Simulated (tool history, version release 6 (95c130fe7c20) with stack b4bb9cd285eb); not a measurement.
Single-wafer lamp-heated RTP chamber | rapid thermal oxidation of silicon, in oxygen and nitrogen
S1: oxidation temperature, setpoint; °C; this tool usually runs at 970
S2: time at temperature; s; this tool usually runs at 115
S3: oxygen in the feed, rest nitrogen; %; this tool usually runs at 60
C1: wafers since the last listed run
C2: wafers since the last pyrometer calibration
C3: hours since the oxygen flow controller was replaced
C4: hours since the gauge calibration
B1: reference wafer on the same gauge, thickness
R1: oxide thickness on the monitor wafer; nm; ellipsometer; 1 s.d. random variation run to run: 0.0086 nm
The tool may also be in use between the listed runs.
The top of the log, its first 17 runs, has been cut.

run 18 hour=218.1 | S1=970 S2=115 S3=60 | C1=82 C2=700 C3=5334.6 C4=430.2 | B1=6.712 | R1=5.734
-- hour=224 gauge calibrated
run 19 hour=254.4 | S1=970 S2=96 S3=39 | C1=409 C2=1110 C3=5370.9 C4=30.4 | B1=6.709 | R1=4.649
-- hour=269.1 oxygen flow controller replaced
run 20 hour=269.6 | S1=970 S2=115 S3=60 | C1=81 C2=1191 C3=0.5 C4=45.6 | B1=6.71 | R1=5.783
run 21 hour=273.1 | S1=970 S2=115 S3=42 | C1=39 C2=1230 C3=4 C4=49.1 | B1=6.711 | R1=5.14
run 22 hour=288.9 | S1=970 S2=115 S3=60 | C1=178 C2=1409 C3=19.8 C4=64.9 | B1=6.71 | R1=5.8
run 23 hour=301.9 | S1=970 S2=146 S3=79 | C1=146 C2=1555 C3=32.8 C4=77.9 | B1=6.71 | R1=7.123
run 24 hour=311.8 | S1=953 S2=115 S3=32 | C1=111 C2=1667 C3=42.7 C4=87.8 | B1=6.71 | R1=4.25
-- hour=324.8 pyrometer window cleaned and pyrometer calibrated
run 25 hour=325.3 | S1=970 S2=115 S3=71 | C1=62 C2=5 C3=56.2 C4=101.3 | B1=6.71 | R1=6.082
run 26 hour=332.9 | S1=993 S2=86 S3=52 | C1=85 C2=90 C3=63.8 C4=108.9 | B1=6.71 | R1=5.69
run 27 hour=347.6 | S1=970 S2=115 S3=60 | C1=165 C2=256 C3=78.5 C4=123.6 | B1=6.709 | R1=5.751
run 28 hour=376.5 | S1=970 S2=115 S3=60 | C1=326 C2=582 C3=107.4 C4=152.5 | B1=6.712 | R1=5.756
run 29 hour=390.9 | S1=970 S2=93 S3=32 | C1=162 C2=745 C3=121.8 C4=166.9 | B1=6.711 | R1=4.308
run 30 hour=408.6 | S1=984 S2=145 S3=40 | C1=199 C2=944 C3=139.5 C4=184.6 | B1=6.711 | R1=6.149
run 31 hour=419.4 | S1=994 S2=115 S3=60 | C1=121 C2=1066 C3=150.3 C4=195.4 | B1=6.71 | R1=6.906
run 32 hour=434 | S1=947 S2=163 S3=69 | C1=164 C2=1231 C3=164.9 C4=210 | B1=6.711 | R1=5.937
run 33 hour=451.2 | S1=991 S2=60 S3=44 | C1=194 C2=1425 C3=182.1 C4=227.2 | B1=6.711 | R1=4.639
run 34 hour=457.7 | S1=970 S2=76 S3=60 | C1=73 C2=1498 C3=188.6 C4=233.7 | B1=6.709 | R1=4.878
run 35 hour=464.7 | S1=985 S2=74 S3=69 | C1=78 C2=1577 C3=195.6 C4=240.7 | B1=6.71 | R1=5.627
-- hour=488.8 pyrometer window cleaned and pyrometer calibrated
run 36 hour=489.3 | S1=970 S2=146 S3=77 | C1=187 C2=6 C3=220.2 C4=265.3 | B1=6.711 | R1=6.936
run 37 hour=489.7 | S1=1000 S2=115 S3=60 | C1=4 C2=10 C3=220.6 C4=265.7 | B1=6.712 | R1=7.144
run 38 hour=502 | S1=978 S2=133 S3=71 | C1=138 C2=149 C3=232.9 C4=278 | B1=6.707 | R1=6.882
run 39 hour=512.7 | S1=970 S2=115 S3=60 | C1=120 C2=270 C3=243.6 C4=288.7 | B1=6.71 | R1=5.729

Predict each of these 3 candidate next runs independently; none follows another, all start after run 39:
run A hour=513.1 | S1=970 S2=141 S3=60 | C1=4 C2=274 C3=244 C4=289.1 | B1=? | R1=?
run B hour=513.1 | S1=962 S2=163 S3=68 | C1=4 C2=274 C3=244 C4=289.1 | B1=? | R1=?
run C hour=513.1 | S1=970 S2=115 S3=73 | C1=4 C2=274 C3=244 C4=289.1 | B1=? | R1=?

run=A B1=6.708 R1=6.274
run=B B1=6.708 R1=6.576
run=C B1=6.708 R1=6.131
What these runs would have given with no unlogged condition in the tool:
run=A R1=6.264
run=B R1=6.565
run=C R1=6.12
